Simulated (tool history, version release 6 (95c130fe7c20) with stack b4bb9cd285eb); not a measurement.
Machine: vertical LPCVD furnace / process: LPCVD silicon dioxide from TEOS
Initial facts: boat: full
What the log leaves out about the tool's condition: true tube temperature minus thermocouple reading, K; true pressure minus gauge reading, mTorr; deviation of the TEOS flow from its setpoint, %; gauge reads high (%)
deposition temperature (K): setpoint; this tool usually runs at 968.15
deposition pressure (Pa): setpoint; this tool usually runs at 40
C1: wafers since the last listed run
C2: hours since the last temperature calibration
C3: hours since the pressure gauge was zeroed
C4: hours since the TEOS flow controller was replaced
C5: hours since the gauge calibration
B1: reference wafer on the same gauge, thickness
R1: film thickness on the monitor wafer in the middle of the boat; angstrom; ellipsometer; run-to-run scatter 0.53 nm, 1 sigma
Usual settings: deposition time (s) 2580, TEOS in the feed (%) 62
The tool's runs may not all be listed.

Run 1, day 0: usual settings but deposition time (s) 1770; C1 0; C2 2866.4; C3 1385.9; C4 2195.3; C5 2221.2; B1 274.79. Result: R1 1674.5 angstrom.
Run 2, day 2.333: usual settings; C1 696; C2 2922.4; C3 1441.9; C4 2251.3; C5 2277.2; B1 274.76. Result: R1 2450.8 angstrom.
Run 3, day 13.85: usual settings but TEOS in the feed (%) 69; C1 3437; C2 3198.8; C3 1718.3; C4 2527.7; C5 2553.6; B1 274.9. Result: R1 2577.3 angstrom.
Run 4, day 17.367: usual settings but deposition pressure (Pa) 38, TEOS in the feed (%) 71; C1 1049; C2 3283.2; C3 1802.7; C4 2612.1; C5 2638; B1 275.06. Result: R1 2549.5 angstrom.
At day 19.85: thermocouples replaced and temperature profile calibrated.
Run 5, day 20.879: usual settings but deposition pressure (Pa) 38, TEOS in the feed (%) 71; C1 749; C2 24.7; C3 1887; C4 2696.4; C5 2722.3; B1 275.14. Result: R1 2555.7 angstrom.
Run 6, day 24.738: usual settings but deposition pressure (Pa) 33.3; C1 1151; C2 117.3; C3 1979.6; C4 2789; C5 2814.9; B1 274.9. Result: R1 2234 angstrom.
Run 7, day 26.258: usual settings but deposition pressure (Pa) 33.3; C1 453; C2 153.8; C3 2016.1; C4 2825.5; C5 2851.4; B1 274.89. Result: R1 2234.9 angstrom.
Run 8, day 29.925: usual settings; C1 1094; C2 241.8; C3 2104.1; C4 2913.5; C5 2939.4; B1 275.02. Result: R1 2441.7 angstrom.
Run 9, day 34.417: usual settings; C1 1340; C2 349.6; C3 2211.9; C4 3021.3; C5 3047.2; B1 274.87. Result: R1 2440 angstrom.
Run 10, day 38.462: usual settings but deposition temperature (K) 957.15, TEOS in the feed (%) 66; C1 1207; C2 446.7; C3 2309; C4 3118.4; C5 3144.3; B1 275.12. Result: R1 1940.1 angstrom.
Run 11, day 42.708: usual settings but deposition pressure (Pa) 46.7, TEOS in the feed (%) 53; C1 1267; C2 548.6; C3 2410.9; C4 3220.3; C5 3246.2; B1 274.9. Result: R1 2427 angstrom.
Run 12, day 45.05: usual settings but deposition temperature (K) 977.15, deposition time (s) 2850, TEOS in the feed (%) 74; C1 698; C2 604.8; C3 2467.1; C4 3276.5; C5 3302.4; B1 275.08. Result: R1 3622.2 angstrom.
At day 48.683: gauge calibrated.
Run 13, day 51.992: usual settings but deposition temperature (K) 980.15, TEOS in the feed (%) 68; C1 2072; C2 771.4; C3 2633.7; C4 3443.1; C5 79.4; B1 275.02. Result: R1 3358.3 angstrom.
Run 14, day 54.879: usual settings but deposition temperature (K) 960.15, deposition pressure (Pa) 34, deposition time (s) 1710, TEOS in the feed (%) 69; C1 861; C2 840.7; C3 2703; C4 3512.4; C5 148.7; B1 275.16. Result: R1 1294 angstrom.
Run 15, day 57.583: usual settings but deposition time (s) 1650, TEOS in the feed (%) 50; C1 807; C2 905.6; C3 2767.9; C4 3577.3; C5 213.6; B1 274.82. Result: R1 1389.1 angstrom.
Run 16, day 60.433: usual settings but deposition temperature (K) 962.15; C1 850; C2 974; C3 2836.3; C4 3645.7; C5 282; B1 275.09. Result: R1 2119.1 angstrom.
At day 62.5: pressure gauge zeroed.
At day 64.65: TEOS flow controller replaced.
Run 17, day 64.671: usual settings but deposition temperature (K) 962.15; C1 667; C2 1075.7; C3 52.1; C4 0.5; C5 383.7; B1 274.99. Result: R1 2124.5 angstrom.
Run 18, day 67.238: usual settings but deposition temperature (K) 963.15, deposition pressure (Pa) 37.3; C1 766; C2 1137.3; C3 113.7; C4 62.1; C5 445.3; B1 275.01. Result: R1 2108.6 angstrom.
Run 19, day 69.925: usual settings but deposition time (s) 1770; C1 802; C2 1201.8; C3 178.2; C4 126.6; C5 509.8; B1 274.96. Result: R1 1687 angstrom.
Run 20, day 71.454: usual settings but deposition time (s) 2100, TEOS in the feed (%) 53; C1 456; C2 1238.5; C3 214.9; C4 163.3; C5 546.5; B1 275.14. Result: R1 1846.9 angstrom.
Run 21, day 75.833: usual settings but deposition temperature (K) 972.15, deposition pressure (Pa) 48, deposition time (s) 3150, TEOS in the feed (%) 58; C1 1307; C2 1343.6; C3 320; C4 268.4; C5 651.6; B1 275.29. Result: R1 3487.1 angstrom.
Run 22, day 77.992: usual settings but deposition time (s) 3240; C1 644; C2 1395.4; C3 371.8; C4 320.2; C5 703.4; B1 274.99. Result: R1 3091.7 angstrom.
Run 23, day 82: usual settings but deposition time (s) 3360; C1 1196; C2 1491.6; C3 468; C4 416.4; C5 799.6; B1 275.3. Result: R1 3193.4 angstrom.
Run 24, day 83.629: usual settings; C1 486; C2 1530.7; C3 507.1; C4 455.5; C5 838.7; B1 275.1. Result: R1 2450.7 angstrom.
Run 25, day 88.096: usual settings but deposition time (s) 3300, TEOS in the feed (%) 70; C1 1333; C2 1637.9; C3 614.3; C4 562.7; C5 945.9; B1 274.99. Result: R1 3329.6 angstrom.
Run 26, day 91.671: usual settings; C1 1067; C2 1723.7; C3 700.1; C4 648.5; C5 1031.7; B1 275.24. Result: R1 2448 angstrom.
Run 27, day 94.542: usual settings; C1 856; C2 1792.6; C3 769; C4 717.4; C5 1100.6; B1 275.01. Result: R1 2450.9 angstrom.
Run 28, day 97.938: usual settings; C1 1013; C2 1874.1; C3 850.5; C4 798.9; C5 1182.1; B1 275.05. Result: R1 2449.1 angstrom.
Run 29, day 102.342: usual settings but deposition pressure (Pa) 47.3, TEOS in the feed (%) 71; C1 1314; C2 1979.8; C3 956.2; C4 904.6; C5 1287.8; B1 274.85. Result: R1 2860 angstrom.
Run 30, day 106.042: usual settings but deposition temperature (K) 976.15, deposition pressure (Pa) 49.3, deposition time (s) 3240, TEOS in the feed (%) 50; C1 1104; C2 2068.6; C3 1045; C4 993.4; C5 1376.6; B1 275.05. Result: R1 3698.4 angstrom.
Run 31, day 107.733: usual settings but deposition pressure (Pa) 48; C1 504; C2 2109.2; C3 1085.6; C4 1034; C5 1417.2; B1 275.21. Result: R1 2686.6 angstrom.

Describe how what the log doesn't record of the tool's condition differs between the last listed run preceding each entry between runs and the first listed run following it.
From run 4 to run 5: thermocouples replaced and temperature profile calibrated (day 19.85)
  deviation of the TEOS flow from its setpoint, %: -3.99 -> -4.12
  measured result minus the result with no hidden state, R1: -15.3 -> -15.9 angstrom
From run 12 to run 13: gauge calibrated (day 48.683)
  deviation of the TEOS flow from its setpoint, %: -5.03 -> -5.3
  measured result minus the result with no hidden state, R1: -24.9 -> -29.9 angstrom
From run 16 to run 17: pressure gauge zeroed (day 62.5); TEOS flow controller replaced (day 64.65)
  deviation of the TEOS flow from its setpoint, %: -5.61 -> -0.586
  measured result minus the result with no hidden state, R1: -23.8 -> -2.4 angstrom
